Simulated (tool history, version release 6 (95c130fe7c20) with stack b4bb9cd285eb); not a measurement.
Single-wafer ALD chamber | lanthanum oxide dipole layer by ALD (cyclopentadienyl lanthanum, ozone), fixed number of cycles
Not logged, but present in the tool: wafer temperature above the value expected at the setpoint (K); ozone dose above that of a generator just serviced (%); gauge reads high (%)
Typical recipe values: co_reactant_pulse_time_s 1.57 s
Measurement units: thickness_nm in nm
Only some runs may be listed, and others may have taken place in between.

| run | hour | co_reactant_pulse_time_s | wafers since the last listed run | hours since the last thermocouple change | hours since the last ozone generator service | hours since the showerhead was replaced | hours since the gauge calibration | read-back reference wafer on the same gauge, thickness_nm | thickness_nm |
|---|---|---|---|---|---|---|---|---|---|
| 1 | 0 | 1.57 | 0 | 1880.2 | 252.2 | 1943.6 | 1697 | 0.604 | 0.549 |
| 2 | 38.2 | 1.17 | 953 | 1918.4 | 290.4 | 1981.8 | 1735.2 | 0.603 | 0.483 |
| 3 | 187 | 1.17 | 3713 | 2067.2 | 439.2 | 2130.6 | 1884 | 0.604 | 0.471 |
| 4 | 237.1 | 1.57 | 1250 | 2117.3 | 489.3 | 2180.7 | 1934.1 | 0.604 | 0.542 |
|  | 300.5 | ozone generator serviced |
| 5 | 301.4 | 1.57 | 1405 | 2181.6 | 0.9 | 2245 | 1998.4 | 0.604 | 0.504 |
| 6 | 515.6 | 1.57 | 5346 | 2395.8 | 215.1 | 2459.2 | 2212.6 | 0.604 | 0.486 |
| 7 | 575.1 | 1.57 | 1485 | 2455.3 | 274.6 | 2518.7 | 2272.1 | 0.604 | 0.48 |
|  | 598.6 | ozone generator serviced, repeated, since the last time left the tool worse |
| 8 | 631.3 | 1.57 | 1203 | 2511.5 | 32.7 | 2574.9 | 2328.3 | 0.605 | 0.557 |
|  | 656.7 | gauge calibrated |
| 9 | 693.9 | 1.21 | 1562 | 2574.1 | 95.3 | 2637.5 | 37.2 | 0.604 | 0.506 |
| 10 | 722.8 | 1.21 | 721 | 2603 | 124.2 | 2666.4 | 66.1 | 0.604 | 0.506 |
| 11 | 792.4 | 1.57 | 1737 | 2672.6 | 193.8 | 2736 | 135.7 | 0.604 | 0.553 |
| 12 | 832.7 | 1.57 | 1005 | 2712.9 | 234.1 | 2776.3 | 176 | 0.604 | 0.551 |
| 13 | 883.3 | 1.57 | 1262 | 2763.5 | 284.7 | 2826.9 | 226.6 | 0.603 | 0.551 |
| 14 | 919.6 | 1.82 | 906 | 2799.8 | 321 | 2863.2 | 262.9 | 0.604 | 0.568 |
| 15 | 947.8 | 1.39 | 703 | 2828 | 349.2 | 2891.4 | 291.1 | 0.604 | 0.526 |
| 16 | 983.6 | 2.18 | 893 | 2863.8 | 385 | 2927.2 | 326.9 | 0.604 | 0.576 |
| 17 | 1011.7 | 1.57 | 701 | 2891.9 | 413.1 | 2955.3 | 355 | 0.603 | 0.545 |
| 18 | 1052 | 1.77 | 1005 | 2932.2 | 453.4 | 2995.6 | 395.3 | 0.604 | 0.56 |
| 19 | 1095.8 | 1.92 | 1093 | 2976 | 497.2 | 3039.4 | 439.1 | 0.604 | 0.568 |
|  | 1138.2 | thermocouple changed; heater temperature recalibrated |
|  | 1167.4 | ozone generator serviced |
| 20 | 1167.9 | 1.84 | 1400 | 29.7 | 0.5 | 3111.5 | 511.2 | 0.604 | 0.57 |
| 21 | 1239.4 | 1 | 1784 | 101.2 | 72 | 3183 | 582.7 | 0.604 | 0.442 |

Run 22, settings as shown, results not yet in. Your forecast:
|  | 1302 | showerhead replaced |
| 22 | 1302.5 | 1.57 | 1375 | 164.3 | 135.1 | 0.5 | 645.8 | ? | ? |

{"run 22": {"read-back reference wafer on the same gauge, thickness_nm": 0.604, "thickness_nm": 0.552}}
Take away the tool's hidden state, keep the run-to-run variation as it was, and the same run would have given thickness_nm 0.557 nm.

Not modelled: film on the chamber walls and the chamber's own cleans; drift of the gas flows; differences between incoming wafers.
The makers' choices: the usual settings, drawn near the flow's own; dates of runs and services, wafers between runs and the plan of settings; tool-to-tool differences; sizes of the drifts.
